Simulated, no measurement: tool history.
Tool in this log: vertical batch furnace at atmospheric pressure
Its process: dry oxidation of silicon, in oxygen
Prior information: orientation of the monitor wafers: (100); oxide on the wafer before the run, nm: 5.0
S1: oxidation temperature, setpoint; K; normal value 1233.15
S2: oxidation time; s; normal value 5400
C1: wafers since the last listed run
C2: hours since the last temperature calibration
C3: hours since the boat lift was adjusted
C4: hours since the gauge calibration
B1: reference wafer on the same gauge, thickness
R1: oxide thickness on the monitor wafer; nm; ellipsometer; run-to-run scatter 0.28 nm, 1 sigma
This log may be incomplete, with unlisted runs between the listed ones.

Run 1, day 0.000: usual settings but S2 6420 s; C1 0; C2 3400.6; C3 3276.8; C4 170.6; B1 60.56. Result: R1 59.20 nm.
Run 2, day 0.733: usual settings; C1 221; C2 3418.2; C3 3294.4; C4 188.2; B1 60.49. Result: R1 53.28 nm.
Run 3, day 1.625: usual settings; C1 269; C2 3439.6; C3 3315.8; C4 209.6; B1 60.54. Result: R1 52.95 nm.
Run 4, day 2.567: usual settings but S1 1252.15 K; C1 284; C2 3462.2; C3 3338.4; C4 232.2; B1 60.48. Result: R1 60.64 nm.
Run 5, day 3.175: usual settings but S1 1252.15 K; C1 183; C2 3476.8; C3 3353.0; C4 246.8; B1 60.39. Result: R1 61.71 nm.
Run 6, day 4.050: usual settings but S1 1222.15 K; C1 264; C2 3497.8; C3 3374.0; C4 267.8; B1 60.46. Result: R1 48.29 nm.
Run 7, day 4.858: usual settings but S1 1222.15 K; C1 244; C2 3517.2; C3 3393.4; C4 287.2; B1 60.55. Result: R1 48.10 nm.
At day 6.446: boat lift adjusted.
Run 8, day 6.467: usual settings but S1 1222.15 K; C1 183; C2 3555.8; C3 0.5; C4 325.8; B1 60.36. Result: R1 47.74 nm.
Run 9, day 6.708: usual settings; C1 72; C2 3561.6; C3 6.3; C4 331.6; B1 60.48. Result: R1 53.16 nm.
At day 6.817: gauge calibrated.
Run 10, day 6.950: usual settings; C1 72; C2 3567.4; C3 12.1; C4 3.2; B1 60.58. Result: R1 52.84 nm.
Run 11, day 7.279: usual settings; C1 99; C2 3575.3; C3 20.0; C4 11.1; B1 60.39. Result: R1 52.96 nm.
Run 12, day 8.196: usual settings but S1 1216.15 K; C1 276; C2 3597.3; C3 42.0; C4 33.1; B1 60.48. Result: R1 45.10 nm.
Run 13, day 9.042: usual settings but S1 1220.15 K, S2 7770 s; C1 255; C2 3617.6; C3 62.3; C4 53.4; B1 60.34. Result: R1 60.26 nm.
Run 14, day 9.388: usual settings but S1 1212.15 K, S2 3810 s; C1 104; C2 3625.9; C3 70.6; C4 61.7; B1 60.51. Result: R1 34.50 nm.
Run 15, day 10.021: usual settings but S1 1246.15 K, S2 4140 s; C1 191; C2 3641.1; C3 85.8; C4 76.9; B1 60.43. Result: R1 49.29 nm.
At day 12.171: thermocouples replaced and temperature profile calibrated.
Run 16, day 12.192: usual settings but S1 1222.15 K; C1 353; C2 0.5; C3 137.9; C4 129.0; B1 60.49. Result: R1 48.32 nm.
Run 17, day 12.433: usual settings but S1 1220.15 K, S2 6240 s; C1 72; C2 6.3; C3 143.7; C4 134.8; B1 60.62. Result: R1 52.14 nm.
Run 18, day 12.825: usual settings but S1 1223.15 K, S2 3810 s; C1 118; C2 15.7; C3 153.1; C4 144.2; B1 60.54. Result: R1 38.82 nm.
Run 19, day 13.679: usual settings; C1 257; C2 36.2; C3 173.6; C4 164.7; B1 60.48. Result: R1 52.87 nm.
Run 20, day 14.329: usual settings; C1 196; C2 51.8; C3 189.2; C4 180.3; B1 60.56. Result: R1 53.74 nm.
Run 21, day 15.208: usual settings but S1 1220.15 K; C1 265; C2 72.9; C3 210.3; C4 201.4; B1 60.52. Result: R1 46.85 nm.
Run 22, day 16.088: usual settings; C1 265; C2 94.0; C3 231.4; C4 222.5; B1 60.46. Result: R1 53.38 nm.
Run 23, day 16.538: usual settings but S1 1214.15 K; C1 135; C2 104.8; C3 242.2; C4 233.3; B1 60.36. Result: R1 44.56 nm.

Alternative continuations, all from the tool just after run 23; predict every row:
Run A, day 16.783: usual settings; C1 74; C2 110.7; C3 248.1; C4 239.2; B1 ?. Result: R1 ?.
Run B, day 16.783: usual settings but S1 1252.15 K, S2 3300 s; C1 74; C2 110.7; C3 248.1; C4 239.2; B1 ?. Result: R1 ?.
Run C, day 16.783: usual settings but S1 1220.15 K, S2 3570 s; C1 74; C2 110.7; C3 248.1; C4 239.2; B1 ?. Result: R1 ?.
Run D, day 16.783: usual settings but S1 1210.15 K, S2 4230 s; C1 74; C2 110.7; C3 248.1; C4 239.2; B1 ?. Result: R1 ?.

run     B1     R1
  A  60.54  53.09
  B  60.54  44.45
  C  60.54  35.96
  D  60.54  36.29
Without the tool's unlogged condition, the same runs would have read:
run     R1
  A  53.09
  B  44.45
  C  35.96
  D  36.29

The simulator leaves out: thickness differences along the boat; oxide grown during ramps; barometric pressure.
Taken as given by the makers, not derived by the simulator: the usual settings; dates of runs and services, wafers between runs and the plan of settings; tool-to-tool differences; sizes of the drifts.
